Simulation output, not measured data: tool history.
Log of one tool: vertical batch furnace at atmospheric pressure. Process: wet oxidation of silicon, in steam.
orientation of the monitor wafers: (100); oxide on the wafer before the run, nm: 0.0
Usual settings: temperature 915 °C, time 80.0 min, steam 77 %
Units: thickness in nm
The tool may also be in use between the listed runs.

run,day,temperature,time,steam,wafers since the last listed run,hours since the last temperature calibration,hours since the steam generator was serviced,hours since the gauge calibration,"read-back reference wafer on the same gauge, thickness",thickness
1,0.000,915,80.0,77,0,1451.8,3306.3,135.5,160.98,191.03
2,1.133,915,80.0,77,275,1479.0,3333.5,162.7,161.08,191.18
3,2.371,915,80.0,77,300,1508.7,3363.2,192.4,160.89,192.31
# day 4.454: steam generator serviced
4,4.475,915,101.5,77,268,1559.2,0.5,242.9,160.82,235.08
5,4.662,915,80.0,77,45,1563.7,5.0,247.4,160.99,191.60
6,4.871,915,80.0,77,50,1568.7,10.0,252.4,160.85,191.24
# day 6.083: thermocouples replaced and temperature profile calibrated
7,6.300,915,80.0,77,104,5.2,44.3,286.7,160.99,191.38
# day 7.288: gauge calibrated
8,7.571,915,40.0,77,308,35.7,74.8,6.8,160.94,103.93
9,8.225,902,80.0,77,158,51.4,90.5,22.5,161.00,163.56
10,8.746,915,80.0,77,126,63.9,103.0,35.0,160.93,191.48
11,9.596,915,80.0,77,206,84.3,123.4,55.4,161.04,191.95
12,10.771,915,46.0,68,285,112.5,151.6,83.6,161.00,105.45
13,11.550,935,48.0,88,189,131.2,170.3,102.3,160.89,172.71
14,12.621,915,80.0,77,260,156.9,196.0,128.0,161.10,191.98

The tool's hidden state at each run:
true tube temperature minus thermocouple reading, K: 0 in every run
steam share off its setpoint, % of the setpoint: 0 in every run
gauge reads high (%): 0 in every run
